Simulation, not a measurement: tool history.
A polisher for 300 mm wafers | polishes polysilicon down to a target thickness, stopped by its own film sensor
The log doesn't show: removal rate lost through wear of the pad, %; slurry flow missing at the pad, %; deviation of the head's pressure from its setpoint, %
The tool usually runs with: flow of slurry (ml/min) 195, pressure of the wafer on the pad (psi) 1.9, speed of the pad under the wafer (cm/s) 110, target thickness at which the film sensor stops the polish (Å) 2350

| run | hour | flow of slurry (ml/min) | pressure of the wafer on the pad (psi) | speed of the pad under the wafer (cm/s) | target thickness at which the film sensor stops the polish (Å) | wafers since the last listed run | wafers polished on this pad | hours since the slurry nozzle was cleaned | hours since the head pressure was calibrated | incoming thickness of the incoming film, nm | time until the film sensor stopped the polish (s) |
|---|---|---|---|---|---|---|---|---|---|---|---|
| 1 | 0.0 | 195 | 1.9 | 110 | 2350 | 0 | 3030 | 35.0 | 151.9 | 619.9 | 61.9 |
| 2 | 25.7 | 195 | 1.9 | 110 | 2350 | 383 | 3413 | 60.7 | 177.6 | 631.5 | 62.5 |
| 3 | 40.4 | 195 | 1.9 | 110 | 2350 | 219 | 3633 | 75.4 | 192.3 | 623.7 | 62.0 |
|  | 54.1 | worn pad replaced by a new one |
| 4 | 74.1 | 195 | 1.9 | 110 | 2350 | 443 | 298 | 109.1 | 226.0 | 630.0 | 64.5 |
| 5 | 99.7 | 195 | 1.9 | 110 | 2350 | 382 | 680 | 134.7 | 251.6 | 635.1 | 66.3 |
| 6 | 134.9 | 235 | 1.9 | 110 | 2350 | 525 | 1206 | 169.9 | 286.8 | 623.8 | 61.8 |
| 7 | 147.7 | 235 | 1.9 | 110 | 2350 | 191 | 1397 | 182.7 | 299.6 | 637.2 | 66.0 |
| 8 | 167.7 | 195 | 1.9 | 110 | 2350 | 298 | 1696 | 202.7 | 319.6 | 628.0 | 68.0 |
| 9 | 187.4 | 195 | 1.9 | 110 | 2350 | 294 | 1990 | 222.4 | 339.3 | 625.0 | 64.7 |
|  | 255.6 | worn pad replaced by a new one |
| 10 | 278.3 | 195 | 1.9 | 110 | 2350 | 1298 | 339 | 313.3 | 430.2 | 626.7 | 67.5 |
|  | 297.7 | head pressure recalibrated |
|  | 310.3 | slurry nozzle cleaned |
| 11 | 364.6 | 195 | 1.9 | 110 | 2350 | 1244 | 1583 | 54.3 | 66.9 | 621.0 | 58.5 |
| 12 | 395.4 | 195 | 1.9 | 110 | 2350 | 460 | 2043 | 85.1 | 97.7 | 626.8 | 61.1 |
| 13 | 431.2 | 165 | 1.9 | 110 | 2350 | 534 | 2578 | 120.9 | 133.5 | 636.0 | 64.9 |
| 14 | 467.0 | 165 | 1.9 | 110 | 2350 | 534 | 3113 | 156.7 | 169.3 | 629.8 | 63.9 |
| 15 | 485.0 | 165 | 1.9 | 110 | 2350 | 268 | 3382 | 174.7 | 187.3 | 639.5 | 67.1 |
|  | 505.7 | worn pad replaced by a new one |
| 16 | 512.6 | 195 | 1.6 | 110 | 2350 | 352 | 102 | 202.3 | 214.9 | 620.9 | 75.5 |
| 17 | 540.8 | 195 | 1.9 | 90 | 2350 | 421 | 523 | 230.5 | 243.1 | 629.5 | 80.6 |
| 18 | 560.3 | 195 | 1.9 | 90 | 2350 | 291 | 815 | 250.0 | 262.6 | 624.0 | 79.7 |
| 19 | 577.3 | 195 | 1.9 | 110 | 2350 | 253 | 1068 | 267.0 | 279.6 | 625.8 | 66.4 |
| 20 | 640.4 | 195 | 1.9 | 110 | 2350 | 942 | 2011 | 330.1 | 342.7 | 618.1 | 67.0 |
| 21 | 661.9 | 195 | 1.9 | 110 | 1170 | 321 | 2332 | 351.6 | 364.2 | 636.3 | 91.6 |
|  | 664.8 | head pressure recalibrated |
|  | 674.0 | slurry nozzle cleaned |
| 22 | 684.3 | 235 | 2.6 | 94 | 3040 | 289 | 2622 | 10.3 | 19.5 | 620.3 | 40.8 |
| 23 | 701.2 | 195 | 1.9 | 110 | 2350 | 252 | 2874 | 27.2 | 36.4 | 639.1 | 62.9 |
| 24 | 725.0 | 195 | 1.9 | 72 | 3350 | 355 | 3230 | 51.0 | 60.2 | 627.8 | 70.2 |
|  | 749.1 | worn pad replaced by a new one |
| 25 | 756.1 | 195 | 1.9 | 110 | 2350 | 404 | 104 | 82.1 | 91.3 | 640.7 | 63.3 |
| 26 | 783.7 | 195 | 1.9 | 110 | 2350 | 412 | 517 | 109.7 | 118.9 | 628.8 | 63.4 |
| 27 | 803.7 | 130 | 1.9 | 110 | 2350 | 298 | 815 | 129.7 | 138.9 | 638.0 | 70.0 |
| 28 | 820.5 | 195 | 1.9 | 110 | 1620 | 250 | 1066 | 146.5 | 155.7 | 620.6 | 77.6 |
| 29 | 842.4 | 155 | 1.9 | 110 | 2350 | 327 | 1393 | 168.4 | 177.6 | 622.1 | 68.3 |
| 30 | 873.5 | 245 | 1.9 | 110 | 2350 | 464 | 1858 | 199.5 | 208.7 | 632.1 | 64.3 |
| 31 | 886.5 | 260 | 1.9 | 82 | 2350 | 194 | 2052 | 212.5 | 221.7 | 637.6 | 91.5 |
| 32 | 919.0 | 160 | 1.9 | 110 | 1060 | 485 | 2538 | 245.0 | 254.2 | 628.4 | 93.0 |
| 33 | 953.2 | 195 | 1.7 | 110 | 2350 | 510 | 3048 | 279.2 | 288.4 | 624.3 | 76.5 |
| 34 | 975.0 | 150 | 1.6 | 110 | 1050 | 325 | 3374 | 301.0 | 310.2 | 638.5 | 116.9 |
|  | 1010.9 | worn pad replaced by a new one |
| 35 | 1011.4 | 195 | 2.4 | 134 | 1830 | 483 | 7 | 337.4 | 346.6 | 629.7 | 52.7 |
| 36 | 1038.9 | 230 | 2.5 | 126 | 1020 | 410 | 418 | 364.9 | 374.1 | 620.2 | 63.2 |
| 37 | 1065.7 | 195 | 1.9 | 86 | 2350 | 400 | 818 | 391.7 | 400.9 | 641.1 | 97.6 |
|  | 1084.8 | slurry nozzle cleaned |
| 38 | 1087.1 | 250 | 1.9 | 110 | 2740 | 304 | 1123 | 2.3 | 422.3 | 639.4 | 60.9 |

Per-run results on a tool with no hidden state, each run keeping its own random variation:
| run | time until the film sensor stopped the polish (s) |
|---|---|
| 1 | 57.1 |
| 2 | 57.2 |
| 3 | 56.5 |
| 4 | 58.1 |
| 5 | 59.4 |
| 6 | 55.0 |
| 7 | 58.5 |
| 8 | 59.8 |
| 9 | 56.5 |
| 10 | 56.9 |
| 11 | 56.3 |
| 12 | 57.8 |
| 13 | 60.2 |
| 14 | 58.4 |
| 15 | 60.8 |
| 16 | 67.8 |
| 17 | 71.6 |
| 18 | 70.2 |
| 19 | 58.1 |
| 20 | 56.8 |
| 21 | 76.7 |
| 22 | 39.0 |
| 23 | 59.3 |
| 24 | 65.1 |
| 25 | 57.7 |
| 26 | 57.0 |
| 27 | 62.0 |
| 28 | 68.6 |
| 29 | 59.5 |
| 30 | 55.8 |
| 31 | 79.0 |
| 32 | 78.4 |
| 33 | 63.8 |
| 34 | 95.4 |
| 35 | 42.6 |
| 36 | 50.8 |
| 37 | 75.8 |
| 38 | 52.5 |
